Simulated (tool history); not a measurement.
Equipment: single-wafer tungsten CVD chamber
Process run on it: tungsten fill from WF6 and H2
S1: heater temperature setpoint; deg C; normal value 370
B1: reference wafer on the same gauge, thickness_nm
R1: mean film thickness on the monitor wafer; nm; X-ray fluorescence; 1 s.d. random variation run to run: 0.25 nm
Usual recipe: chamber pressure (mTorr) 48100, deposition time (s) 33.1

{"run": 1, "hour": 0.0, "S1": 370, "chamber pressure (mTorr)": 48100, "deposition time (s)": 33.1, "B1": 63.348, "R1": 63.824}
{"hour": 19.3, "done": "capacitance manometer re-zeroed and calibrated"}
{"run": 2, "hour": 95.6, "S1": 370, "chamber pressure (mTorr)": 48100, "deposition time (s)": 33.1, "B1": 63.392, "R1": 65.066}
{"run": 3, "hour": 190.4, "S1": 370, "chamber pressure (mTorr)": 48100, "deposition time (s)": 33.1, "B1": 63.335, "R1": 65.127}
{"run": 4, "hour": 260.3, "S1": 370, "chamber pressure (mTorr)": 48100, "deposition time (s)": 33.1, "B1": 63.423, "R1": 64.546}
{"run": 5, "hour": 323.3, "S1": 370, "chamber pressure (mTorr)": 48100, "deposition time (s)": 33.1, "B1": 63.382, "R1": 65.474}
{"run": 6, "hour": 384.1, "S1": 370, "chamber pressure (mTorr)": 48100, "deposition time (s)": 33.1, "B1": 63.373, "R1": 65.029}
{"run": 7, "hour": 488.6, "S1": 370, "chamber pressure (mTorr)": 48100, "deposition time (s)": 33.1, "B1": 63.441, "R1": 64.776}
{"run": 8, "hour": 554.5, "S1": 370, "chamber pressure (mTorr)": 48100, "deposition time (s)": 33.1, "B1": 63.491, "R1": 65.207}
{"run": 9, "hour": 656.5, "S1": 378, "chamber pressure (mTorr)": 48100, "deposition time (s)": 33.1, "B1": 63.409, "R1": 78.363}
{"run": 10, "hour": 693.2, "S1": 378, "chamber pressure (mTorr)": 48100, "deposition time (s)": 33.1, "B1": 63.423, "R1": 78.042}
{"hour": 751.2, "done": "thermocouple changed; heater temperature recalibrated"}
{"run": 11, "hour": 751.7, "S1": 370, "chamber pressure (mTorr)": 48100, "deposition time (s)": 33.1, "B1": 63.434, "R1": 65.081}
{"run": 12, "hour": 837.4, "S1": 370, "chamber pressure (mTorr)": 48100, "deposition time (s)": 33.1, "B1": 63.344, "R1": 64.128}
{"run": 13, "hour": 933.8, "S1": 370, "chamber pressure (mTorr)": 48100, "deposition time (s)": 33.1, "B1": 63.407, "R1": 64.31}
{"hour": 935.2, "done": "gauge calibrated"}
{"run": 14, "hour": 1011.4, "S1": 370, "chamber pressure (mTorr)": 36200, "deposition time (s)": 36.7, "B1": 63.339, "R1": 61.583}
{"hour": 1053.7, "done": "showerhead replaced, of another model than before"}
{"run": 15, "hour": 1114.5, "S1": 370, "chamber pressure (mTorr)": 48100, "deposition time (s)": 33.1, "B1": 63.389, "R1": 64.99}
{"run": 16, "hour": 1178.2, "S1": 378, "chamber pressure (mTorr)": 48100, "deposition time (s)": 35.4, "B1": 63.383, "R1": 82.844}
{"run": 17, "hour": 1235.3, "S1": 359, "chamber pressure (mTorr)": 48100, "deposition time (s)": 33.1, "B1": 63.41, "R1": 49.198}
{"run": 18, "hour": 1278.3, "S1": 365, "chamber pressure (mTorr)": 48100, "deposition time (s)": 38.6, "B1": 63.435, "R1": 66.416}
{"run": 19, "hour": 1321.5, "S1": 360, "chamber pressure (mTorr)": 39800, "deposition time (s)": 36.4, "B1": 63.421, "R1": 52.657}
{"run": 20, "hour": 1398.7, "S1": 370, "chamber pressure (mTorr)": 48100, "deposition time (s)": 33.1, "B1": 63.373, "R1": 64.033}
{"hour": 1576.2, "done": "capacitance manometer re-zeroed and calibrated"}
{"run": 21, "hour": 1658.3, "S1": 376, "chamber pressure (mTorr)": 48100, "deposition time (s)": 33.1, "B1": 63.33, "R1": 74.894}
{"run": 22, "hour": 1765.6, "S1": 375, "chamber pressure (mTorr)": 55800, "deposition time (s)": 33.1, "B1": 63.459, "R1": 76.197}
{"run": 23, "hour": 1840.9, "S1": 384, "chamber pressure (mTorr)": 52900, "deposition time (s)": 28.6, "B1": 63.406, "R1": 80.087}
{"hour": 1932.8, "done": "thermocouple changed; heater temperature recalibrated"}
{"run": 24, "hour": 2057.5, "S1": 378, "chamber pressure (mTorr)": 48100, "deposition time (s)": 33.1, "B1": 63.456, "R1": 78.616}
{"run": 25, "hour": 2094.5, "S1": 370, "chamber pressure (mTorr)": 48100, "deposition time (s)": 33.1, "B1": 63.432, "R1": 65.127}
{"run": 26, "hour": 2196.0, "S1": 370, "chamber pressure (mTorr)": 48100, "deposition time (s)": 33.1, "B1": 63.374, "R1": 64.939}

What if the next run were any one of these 5? Each begins from the tool's condition after run 26:
{"run": "A", "hour": 2196.4, "S1": 370, "chamber pressure (mTorr)": 48100, "deposition time (s)": 33.1, "B1": "?", "R1": "?"}
{"run": "B", "hour": 2196.4, "S1": 370, "chamber pressure (mTorr)": 48100, "deposition time (s)": 35.0, "B1": "?", "R1": "?"}
{"run": "C", "hour": 2196.4, "S1": 377, "chamber pressure (mTorr)": 56800, "deposition time (s)": 33.1, "B1": "?", "R1": "?"}
{"run": "D", "hour": 2196.4, "S1": 370, "chamber pressure (mTorr)": 52600, "deposition time (s)": 30.9, "B1": "?", "R1": "?"}
{"run": "E", "hour": 2196.4, "S1": 370, "chamber pressure (mTorr)": 37700, "deposition time (s)": 33.1, "B1": "?", "R1": "?"}

run=A B1=63.444 R1=64.721
run=B B1=63.444 R1=68.450
run=C B1=63.444 R1=80.397
run=D B1=63.444 R1=62.080
run=E B1=63.444 R1=60.299
With the hidden condition removed and each run's random variation left untouched, the same runs would have given:
run=A R1=64.876
run=B R1=68.615
run=C R1=80.586
run=D R1=62.230
run=E R1=60.446

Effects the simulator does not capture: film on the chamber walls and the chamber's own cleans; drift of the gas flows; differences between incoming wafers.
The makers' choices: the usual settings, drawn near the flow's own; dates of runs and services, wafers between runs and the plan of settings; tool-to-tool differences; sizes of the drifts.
